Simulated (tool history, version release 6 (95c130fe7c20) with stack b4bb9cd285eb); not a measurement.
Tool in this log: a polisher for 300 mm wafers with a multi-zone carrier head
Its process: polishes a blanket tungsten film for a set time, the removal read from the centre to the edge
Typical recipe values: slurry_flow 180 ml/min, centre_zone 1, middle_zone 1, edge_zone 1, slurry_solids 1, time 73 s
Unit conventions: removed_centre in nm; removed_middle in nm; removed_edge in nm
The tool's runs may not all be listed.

run    hour  slurry_flow  centre_zone  middle_zone  edge_zone  slurry_solids  time  incoming thickness of the incoming film, nm  removed_centre  removed_middle  removed_edge
  1       0          180            1            1          1            0.8    73                                       1042.8           262.9           256.6         259.7
  2    63.6          220            1         0.91       0.95              1    87                                       1026.4           338.1           303.7         326.2
  3    97.1          180            1            1          1              1    73                                         1038             278           267.2         269.5
  4   156.3          160            1            1       1.05              1    73                                       1055.2           267.6           254.1         267.6
  5   198.2          180         1.11         1.05          1            0.7    53                                       1026.5           201.7           179.2         171.5
  6   230.5          180            1            1          1              1    73                                         1037           269.7           256.9         254.3
      287.4  -- worn pad replaced by a new one
  7   298.1          180            1            1          1              1    73                                       1037.5             283             268         273.1
      309.9  -- slurry nozzle cleaned
      343.1  -- edge zone pressure recalibrated
      354.2  -- carrier head's membrane replaced by a new one
  8   357.4          180            1            1          1              1    73                                       1042.7           278.5             267         266.4
      372.8  -- centre zone pressure recalibrated
  9   403.9          180            1            1          1            0.9    73                                       1027.5           267.9           265.3           265
 10   430.8          235         0.92            1          1           1.25    73                                       1037.2           285.1           296.4         294.5
 11   467.8          180            1         1.06       1.12              1    73                                       1041.6           284.2           279.6         282.6
 12   533.6          160            1         1.04          1              1    83                                       1052.1           306.1           306.1         299.8
 13   594.8          165            1            1          1              1    93                                       1035.9           337.5           328.2         325.4
 14   652.4          180         0.96            1          1              1    73                                       1047.6           249.6           259.5         262.9
 15   699.4          180         1.11         0.95          1              1    64                                       1045.8           254.5             213         222.8
 16   750.4          180         1.12         1.07          1            0.9    73                                       1045.1           285.2           260.2         243.1
      798.5  -- worn pad replaced by a new one
 17   807.3          125            1         0.96       1.04           1.25    73                                       1040.5           281.7           264.1         280.5
 18   847.4          180            1            1          1              1    89                                       1043.8           348.6           328.6         331.8
 19   905.6          135            1            1          1              1    73                                       1040.8           268.6           259.3         259.8
 20   960.5          135          1.1            1       0.91           1.15    73                                         1040           304.6           261.8         263.6
     1004.5  -- slurry nozzle cleaned
 21  1012.5          180            1            1          1              1    73                                       1056.2           274.8             271         270.2

Alternative continuations, all from the tool just after run 21; predict every row:
  A  1013          180            1            1          1              1    73                                       1019.8               ?               ?             ?
  B  1013          115            1            1       0.92              1    73                                       1019.8               ?               ?             ?
  C  1013          180         1.08            1       1.07              1    73                                       1019.8               ?               ?             ?
  D  1013          155            1         1.06       0.89              1    73                                       1019.8               ?               ?             ?

run  removed_centre  removed_middle  removed_edge
  A           275.3           267.4         264.3
  B           250.7           246.1         243.8
  C           297.5           267.2         269.1
  D             268           274.2         251.9
With the hidden condition removed and each run's random variation left untouched, the same runs would have given:
run  removed_centre  removed_middle  removed_edge
  A           283.2             275         271.8
  B           257.9           253.1         250.8
  C             306           274.9         276.8
  D           275.7             282         259.1
